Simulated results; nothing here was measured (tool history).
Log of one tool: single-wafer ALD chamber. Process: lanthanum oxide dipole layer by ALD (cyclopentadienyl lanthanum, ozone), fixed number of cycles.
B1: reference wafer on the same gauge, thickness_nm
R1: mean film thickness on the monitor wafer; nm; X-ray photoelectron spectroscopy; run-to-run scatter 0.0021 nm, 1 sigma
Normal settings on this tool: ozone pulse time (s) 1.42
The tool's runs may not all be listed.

run 1 hour=0 | ozone_pulse_time_(s)=1.78 | B1=0.527 | R1=0.595
run 2 hour=78.7 | ozone_pulse_time_(s)=1.26 | B1=0.528 | R1=0.551
run 3 hour=135.9 | ozone_pulse_time_(s)=1.26 | B1=0.528 | R1=0.551
run 4 hour=204.6 | ozone_pulse_time_(s)=1.42 | B1=0.528 | R1=0.568
run 5 hour=303.5 | ozone_pulse_time_(s)=1.42 | B1=0.528 | R1=0.566
run 6 hour=456.8 | ozone_pulse_time_(s)=1.7 | B1=0.528 | R1=0.585
run 7 hour=554.9 | ozone_pulse_time_(s)=1.42 | B1=0.528 | R1=0.562
run 8 hour=600.3 | ozone_pulse_time_(s)=1.72 | B1=0.528 | R1=0.587
-- hour=701 ozone generator serviced
-- hour=798.9 thermocouple changed; heater temperature recalibrated
run 9 hour=833.5 | ozone_pulse_time_(s)=1.72 | B1=0.529 | R1=0.602
run 10 hour=891.9 | ozone_pulse_time_(s)=1.42 | B1=0.528 | R1=0.583
run 11 hour=932.9 | ozone_pulse_time_(s)=1.42 | B1=0.528 | R1=0.584
-- hour=985.5 gauge calibrated
run 12 hour=1017.8 | ozone_pulse_time_(s)=1.42 | B1=0.528 | R1=0.578
run 13 hour=1065.1 | ozone_pulse_time_(s)=1.77 | B1=0.528 | R1=0.6
run 14 hour=1121.5 | ozone_pulse_time_(s)=1.42 | B1=0.528 | R1=0.576
-- hour=1138.8 showerhead replaced
run 15 hour=1168.8 | ozone_pulse_time_(s)=0.86 | B1=0.528 | R1=0.494
run 16 hour=1254 | ozone_pulse_time_(s)=1.93 | B1=0.528 | R1=0.598
run 17 hour=1315.7 | ozone_pulse_time_(s)=1.05 | B1=0.527 | R1=0.528
run 18 hour=1366.8 | ozone_pulse_time_(s)=0.94 | B1=0.528 | R1=0.505
run 19 hour=1431.5 | ozone_pulse_time_(s)=1.42 | B1=0.528 | R1=0.569
run 20 hour=1511.8 | ozone_pulse_time_(s)=1.42 | B1=0.528 | R1=0.567
run 21 hour=1591.2 | ozone_pulse_time_(s)=1.56 | B1=0.528 | R1=0.578
run 22 hour=1671.7 | ozone_pulse_time_(s)=1.08 | B1=0.528 | R1=0.528
run 23 hour=1723.2 | ozone_pulse_time_(s)=1.42 | B1=0.528 | R1=0.568
run 24 hour=1764.7 | ozone_pulse_time_(s)=0.95 | B1=0.528 | R1=0.504

5 options for the next run, each taken on its own from the tool as it stands now. Forecast them:
run A hour=1765.1 | ozone_pulse_time_(s)=1.58 | B1=? | R1=?
run B hour=1765.1 | ozone_pulse_time_(s)=1.8 | B1=? | R1=?
run C hour=1765.1 | ozone_pulse_time_(s)=1.25 | B1=? | R1=?
run D hour=1765.1 | ozone_pulse_time_(s)=1.83 | B1=? | R1=?
run E hour=1765.1 | ozone_pulse_time_(s)=1.98 | B1=? | R1=?

run=A B1=0.528 R1=0.578
run=B B1=0.528 R1=0.592
run=C B1=0.528 R1=0.548
run=D B1=0.528 R1=0.593
run=E B1=0.528 R1=0.6
Without the tool's hidden state the same runs would have given:
run=A R1=0.6
run=B R1=0.609
run=C R1=0.577
run=D R1=0.61
run=E R1=0.614

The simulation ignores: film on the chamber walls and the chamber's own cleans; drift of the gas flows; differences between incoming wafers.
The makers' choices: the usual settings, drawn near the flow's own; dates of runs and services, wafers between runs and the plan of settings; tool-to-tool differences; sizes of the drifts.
